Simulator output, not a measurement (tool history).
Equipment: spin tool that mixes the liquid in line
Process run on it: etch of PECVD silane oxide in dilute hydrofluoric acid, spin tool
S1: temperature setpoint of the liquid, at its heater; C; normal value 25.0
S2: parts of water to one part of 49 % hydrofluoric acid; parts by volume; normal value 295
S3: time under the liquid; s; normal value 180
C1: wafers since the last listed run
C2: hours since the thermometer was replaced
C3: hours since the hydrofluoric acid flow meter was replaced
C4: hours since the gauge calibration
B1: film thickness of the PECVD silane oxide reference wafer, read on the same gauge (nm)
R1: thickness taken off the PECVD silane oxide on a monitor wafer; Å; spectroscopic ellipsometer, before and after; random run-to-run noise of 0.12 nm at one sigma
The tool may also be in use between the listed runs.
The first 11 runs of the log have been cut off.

Run 12, hour 228.2: usual settings but S2 405 parts by volume; C1 158; C2 1669.3; C3 659.6; C4 660.3; B1 77.93. Result: R1 106.4 Å.
Run 13, hour 251.4: usual settings; C1 156; C2 1692.5; C3 682.8; C4 683.5; B1 77.80. Result: R1 164.2 Å.
Run 14, hour 284.6: usual settings but S1 29.5 C, S3 80 s; C1 224; C2 1725.7; C3 716.0; C4 716.7; B1 77.55. Result: R1 84.0 Å.
At hour 287.1: gauge calibrated.
Run 15, hour 311.1: usual settings but S2 405 parts by volume, S3 270 s; C1 179; C2 1752.2; C3 742.5; C4 24.0; B1 80.07. Result: R1 164.2 Å.
Run 16, hour 417.2: usual settings but S1 28.0 C, S2 340 parts by volume, S3 265 s; C1 717; C2 1858.3; C3 848.6; C4 130.1; B1 80.01. Result: R1 222.2 Å.
Run 17, hour 436.3: usual settings but S2 355 parts by volume; C1 129; C2 1877.4; C3 867.7; C4 149.2; B1 79.96. Result: R1 130.6 Å.
Run 18, hour 502.3: usual settings but S1 21.5 C, S2 435 parts by volume, S3 85 s; C1 446; C2 1943.4; C3 933.7; C4 215.2; B1 79.88. Result: R1 41.8 Å.
At hour 521.7: hydrofluoric acid flow meter replaced.
Run 19, hour 523.1: usual settings but S3 260 s; C1 133; C2 1964.2; C3 1.4; C4 236.0; B1 79.84. Result: R1 241.6 Å.
Run 20, hour 548.7: usual settings but S1 28.0 C, S2 340 parts by volume, S3 265 s; C1 173; C2 1989.8; C3 27.0; C4 261.6; B1 79.77. Result: R1 220.6 Å.
Run 21, hour 643.4: usual settings but S1 20.5 C, S2 210 parts by volume, S3 145 s; C1 640; C2 2084.5; C3 121.7; C4 356.3; B1 79.47. Result: R1 175.5 Å.
Run 22, hour 658.9: usual settings; C1 104; C2 2100.0; C3 137.2; C4 371.8; B1 79.43. Result: R1 166.0 Å.
Run 23, hour 676.1: usual settings but S2 225 parts by volume, S3 265 s; C1 116; C2 2117.2; C3 154.4; C4 389.0; B1 79.31. Result: R1 339.7 Å.
Run 24, hour 709.4: usual settings but S2 155 parts by volume, S3 70 s; C1 225; C2 2150.5; C3 187.7; C4 422.3; B1 79.21. Result: R1 140.9 Å.
Run 25, hour 726.0: usual settings but S1 23.0 C, S3 245 s; C1 112; C2 2167.1; C3 204.3; C4 438.9; B1 79.11. Result: R1 208.7 Å.
At hour 733.8: thermometer replaced.
Run 26, hour 814.6: usual settings but S2 240 parts by volume, S3 120 s; C1 592; C2 80.8; C3 292.9; C4 527.5; B1 78.72. Result: R1 139.7 Å.
Run 27, hour 843.3: usual settings but S3 275 s; C1 194; C2 109.5; C3 321.6; C4 556.2; B1 78.58. Result: R1 249.0 Å.
Run 28, hour 876.0: usual settings but S1 21.0 C, S2 155 parts by volume, S3 110 s; C1 221; C2 142.2; C3 354.3; C4 588.9; B1 78.43. Result: R1 190.5 Å.

Run 29 has not been measured yet. What should we expect?
At hour 911.4: gauge calibrated.
Run 29, hour 952.3: usual settings; C1 515; C2 218.5; C3 430.6; C4 40.9; B1 ?. Result: R1 ?.

{"run 29": {"B1": 79.76, "R1": 165.7}}
Take away the tool's hidden state, keep the run-to-run variation as it was, and the same run would have given R1 166.2 Å.

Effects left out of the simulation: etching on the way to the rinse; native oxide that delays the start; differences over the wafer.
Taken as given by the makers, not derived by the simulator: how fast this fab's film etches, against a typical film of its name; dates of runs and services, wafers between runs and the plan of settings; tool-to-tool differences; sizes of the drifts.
